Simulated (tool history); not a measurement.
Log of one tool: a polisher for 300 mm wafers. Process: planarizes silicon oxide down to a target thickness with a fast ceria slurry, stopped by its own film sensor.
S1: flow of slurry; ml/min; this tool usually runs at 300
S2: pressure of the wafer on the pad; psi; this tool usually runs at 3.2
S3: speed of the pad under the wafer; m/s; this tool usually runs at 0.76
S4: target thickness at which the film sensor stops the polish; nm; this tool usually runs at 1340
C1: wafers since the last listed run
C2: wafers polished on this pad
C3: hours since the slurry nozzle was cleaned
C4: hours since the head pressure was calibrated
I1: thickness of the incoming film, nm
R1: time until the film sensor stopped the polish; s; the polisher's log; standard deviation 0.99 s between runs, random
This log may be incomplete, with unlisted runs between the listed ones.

{"run": 1, "hour": 0.0, "S1": 375, "S2": 3.2, "S3": 0.76, "S4": 1340, "C1": 0, "C2": 1814, "C3": 31.3, "C4": 286.5, "I1": 2201.8, "R1": 70.8}
{"run": 2, "hour": 39.4, "S1": 375, "S2": 3.2, "S3": 0.76, "S4": 1340, "C1": 248, "C2": 2062, "C3": 70.7, "C4": 325.9, "I1": 2179.9, "R1": 70.4}
{"hour": 91.4, "done": "worn pad replaced by a new one"}
{"run": 3, "hour": 120.9, "S1": 375, "S2": 3.2, "S3": 0.76, "S4": 1340, "C1": 488, "C2": 185, "C3": 152.2, "C4": 407.4, "I1": 2151.7, "R1": 65.0}
{"run": 4, "hour": 189.3, "S1": 300, "S2": 3.7, "S3": 0.76, "S4": 1340, "C1": 430, "C2": 616, "C3": 220.6, "C4": 475.8, "I1": 2190.8, "R1": 62.9}
{"run": 5, "hour": 267.1, "S1": 300, "S2": 3.7, "S3": 0.76, "S4": 1340, "C1": 489, "C2": 1106, "C3": 298.4, "C4": 553.6, "I1": 2207.1, "R1": 63.9}
{"run": 6, "hour": 332.9, "S1": 300, "S2": 3.7, "S3": 0.76, "S4": 1340, "C1": 414, "C2": 1520, "C3": 364.2, "C4": 619.4, "I1": 2152.1, "R1": 60.9}
{"run": 7, "hour": 427.6, "S1": 300, "S2": 3.2, "S3": 0.76, "S4": 1340, "C1": 596, "C2": 2117, "C3": 458.9, "C4": 714.1, "I1": 2187.1, "R1": 72.2}
{"hour": 479.4, "done": "worn pad replaced by a new one"}
{"run": 8, "hour": 495.1, "S1": 300, "S2": 3.2, "S3": 0.76, "S4": 1340, "C1": 399, "C2": 98, "C3": 526.4, "C4": 781.6, "I1": 2179.2, "R1": 74.2}
{"run": 9, "hour": 562.7, "S1": 300, "S2": 3.2, "S3": 0.7, "S4": 1340, "C1": 425, "C2": 524, "C3": 594.0, "C4": 849.2, "I1": 2183.7, "R1": 80.8}
{"run": 10, "hour": 607.4, "S1": 300, "S2": 3.2, "S3": 0.7, "S4": 1340, "C1": 281, "C2": 805, "C3": 638.7, "C4": 893.9, "I1": 2217.3, "R1": 82.2}
{"hour": 658.0, "done": "slurry nozzle cleaned"}
{"run": 11, "hour": 684.9, "S1": 300, "S2": 3.2, "S3": 0.7, "S4": 1340, "C1": 481, "C2": 1287, "C3": 26.9, "C4": 971.4, "I1": 2164.5, "R1": 77.3}
{"run": 12, "hour": 779.6, "S1": 300, "S2": 3.2, "S3": 0.76, "S4": 1340, "C1": 596, "C2": 1884, "C3": 121.6, "C4": 1066.1, "I1": 2172.8, "R1": 74.4}
{"hour": 787.0, "done": "head pressure recalibrated"}
{"run": 13, "hour": 880.7, "S1": 300, "S2": 3.2, "S3": 0.76, "S4": 1340, "C1": 624, "C2": 2508, "C3": 222.7, "C4": 93.7, "I1": 2171.1, "R1": 65.1}
{"hour": 950.4, "done": "worn pad replaced by a new one"}
{"run": 14, "hour": 972.4, "S1": 300, "S2": 3.2, "S3": 0.76, "S4": 1340, "C1": 552, "C2": 138, "C3": 314.4, "C4": 185.4, "I1": 2191.7, "R1": 68.9}
{"run": 15, "hour": 1076.5, "S1": 205, "S2": 3.2, "S3": 0.6, "S4": 1537, "C1": 655, "C2": 794, "C3": 418.5, "C4": 289.5, "I1": 2194.9, "R1": 69.9}
{"run": 16, "hour": 1138.6, "S1": 300, "S2": 4.0, "S3": 0.66, "S4": 1180, "C1": 391, "C2": 1185, "C3": 480.6, "C4": 351.6, "I1": 2194.3, "R1": 79.0}
{"run": 17, "hour": 1218.2, "S1": 300, "S2": 4.0, "S3": 0.52, "S4": 1340, "C1": 501, "C2": 1686, "C3": 560.2, "C4": 431.2, "I1": 2203.9, "R1": 84.5}
{"run": 18, "hour": 1312.0, "S1": 300, "S2": 4.0, "S3": 0.52, "S4": 1340, "C1": 590, "C2": 2277, "C3": 654.0, "C4": 525.0, "I1": 2183.0, "R1": 82.2}
{"run": 19, "hour": 1356.2, "S1": 360, "S2": 3.2, "S3": 0.64, "S4": 1504, "C1": 278, "C2": 2555, "C3": 698.2, "C4": 569.2, "I1": 2142.5, "R1": 62.1}
{"run": 20, "hour": 1410.7, "S1": 300, "S2": 3.2, "S3": 0.76, "S4": 1340, "C1": 343, "C2": 2898, "C3": 752.7, "C4": 623.7, "I1": 2212.0, "R1": 73.5}
{"hour": 1418.0, "done": "worn pad replaced by a new one"}
{"run": 21, "hour": 1482.6, "S1": 300, "S2": 2.5, "S3": 0.76, "S4": 1252, "C1": 427, "C2": 406, "C3": 824.6, "C4": 695.6, "I1": 2182.2, "R1": 97.4}
{"hour": 1488.8, "done": "slurry nozzle cleaned"}
{"run": 22, "hour": 1570.0, "S1": 255, "S2": 3.2, "S3": 0.84, "S4": 1261, "C1": 544, "C2": 950, "C3": 81.2, "C4": 783.0, "I1": 2216.0, "R1": 73.7}
{"hour": 1630.9, "done": "head pressure recalibrated"}
{"run": 23, "hour": 1658.2, "S1": 230, "S2": 3.5, "S3": 0.76, "S4": 1340, "C1": 542, "C2": 1493, "C3": 169.4, "C4": 27.3, "I1": 2190.1, "R1": 63.8}
{"run": 24, "hour": 1715.1, "S1": 375, "S2": 3.2, "S3": 0.76, "S4": 1340, "C1": 358, "C2": 1852, "C3": 226.3, "C4": 84.2, "I1": 2209.0, "R1": 69.5}
{"run": 25, "hour": 1783.9, "S1": 300, "S2": 2.1, "S3": 0.76, "S4": 1340, "C1": 433, "C2": 2285, "C3": 295.1, "C4": 153.0, "I1": 2162.8, "R1": 97.7}
{"hour": 1853.4, "done": "worn pad replaced by a new one"}
{"run": 26, "hour": 1886.6, "S1": 300, "S2": 3.2, "S3": 0.86, "S4": 1216, "C1": 621, "C2": 209, "C3": 397.8, "C4": 255.7, "I1": 2141.4, "R1": 66.4}
{"run": 27, "hour": 1944.1, "S1": 300, "S2": 3.2, "S3": 0.76, "S4": 1437, "C1": 362, "C2": 571, "C3": 455.3, "C4": 313.2, "I1": 2209.0, "R1": 64.6}
{"run": 28, "hour": 2050.3, "S1": 390, "S2": 3.7, "S3": 0.54, "S4": 1435, "C1": 668, "C2": 1240, "C3": 561.5, "C4": 419.4, "I1": 2189.4, "R1": 75.8}

Run-by-run hidden state of the tool:
removal rate lost through wear of the pad, %: 0 on each run
slurry flow missing at the pad, %: 0 on each run
H1: deviation of the head's pressure from its setpoint, %
run=1 H1=-2.99
run=2 H1=-3.39
run=3 H1=-4.2
run=4 H1=-4.88
run=5 H1=-5.66
run=6 H1=-6.31
run=7 H1=-7.25
run=8 H1=-7.93
run=9 H1=-8.6
run=10 H1=-9.05
run=11 H1=-9.82
run=12 H1=-10.8
run=13 H1=2.19
run=14 H1=1.27
run=15 H1=0.236
run=16 H1=-0.383
run=17 H1=-1.18
run=18 H1=-2.11
run=19 H1=-2.55
run=20 H1=-3.09
run=21 H1=-3.81
run=22 H1=-4.68
run=23 H1=-0.466
run=24 H1=-1.03
run=25 H1=-1.72
run=26 H1=-2.74
run=27 H1=-3.32
run=28 H1=-4.37
